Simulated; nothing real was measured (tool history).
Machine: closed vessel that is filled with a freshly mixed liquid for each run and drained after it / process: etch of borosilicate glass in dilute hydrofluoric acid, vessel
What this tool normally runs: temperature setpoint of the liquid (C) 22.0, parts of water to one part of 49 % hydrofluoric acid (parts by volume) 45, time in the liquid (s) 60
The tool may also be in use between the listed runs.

run   hour  temperature setpoint of the liquid (C)  parts of water to one part of 49 % hydrofluoric acid (parts by volume)  time in the liquid (s)  read-back film thickness of the borosilicate glass reference wafer, read on the same gauge (nm)  thickness taken off the borosilicate glass on a monitor wafer (angstrom)
  1    0.0                                    19.0                                                                      45                      60                                                                                           149.97                                                                     238.0
  2   10.8                                    19.0                                                                      45                      60                                                                                           149.98                                                                     235.8
  3   28.1                                    22.0                                                                      45                      60                                                                                           150.00                                                                     269.6
  4   38.9                                    22.0                                                                      45                      60                                                                                           150.03                                                                     267.0
  5   47.6                                    23.0                                                                      45                      60                                                                                           150.02                                                                     279.0
  6   53.8                                    23.0                                                                      45                      60                                                                                           150.04                                                                     278.6
  7   70.7                                    22.0                                                                      45                      60                                                                                           150.03                                                                     269.1
  8   84.0                                    22.0                                                                      45                      60                                                                                           150.00                                                                     265.3
      91.1  -- hydrofluoric acid flow meter replaced
  9   99.2                                    22.0                                                                      45                      60                                                                                           149.98                                                                     309.5
 10  117.0                                    24.5                                                                      45                      60                                                                                           150.05                                                                     340.7
 11  123.0                                    24.5                                                                      45                      60                                                                                           149.99                                                                     339.0
 12  134.0                                    24.5                                                                      45                      60                                                                                           150.00                                                                     340.8
 13  147.5                                    23.0                                                                      45                      60                                                                                           150.04                                                                     319.1
 14  162.4                                    24.0                                                                      45                      60                                                                                           149.97                                                                     332.3
     163.5  -- gauge calibrated
 15  171.3                                    24.0                                                                      55                      70                                                                                           149.98                                                                     310.9
     177.7  -- thermometer replaced
 16  178.7                                    19.0                                                                      45                      60                                                                                           150.02                                                                     292.6
 17  193.8                                    22.0                                                                      45                      35                                                                                           149.97                                                                     191.6
 18  207.4                                    23.5                                                                      50                      75                                                                                           150.02                                                                     390.8
 19  224.6                                    25.0                                                                      40                      60                                                                                           150.02                                                                     421.9
 20  241.8                                    22.0                                                                      45                      60                                                                                           150.03                                                                     325.5

What does the tool deliver on the next run?
 21  254.0                                    20.5                                                                      50                      70                                                                                                ?                                                                         ?

{"run 21": {"read-back film thickness of the borosilicate glass reference wafer, read on the same gauge (nm)": 150.03, "thickness taken off the borosilicate glass on a monitor wafer (angstrom)": 319.9}}
Had the tool carried no hidden state, the very same run would have given thickness taken off the borosilicate glass on a monitor wafer (angstrom) 338.6.

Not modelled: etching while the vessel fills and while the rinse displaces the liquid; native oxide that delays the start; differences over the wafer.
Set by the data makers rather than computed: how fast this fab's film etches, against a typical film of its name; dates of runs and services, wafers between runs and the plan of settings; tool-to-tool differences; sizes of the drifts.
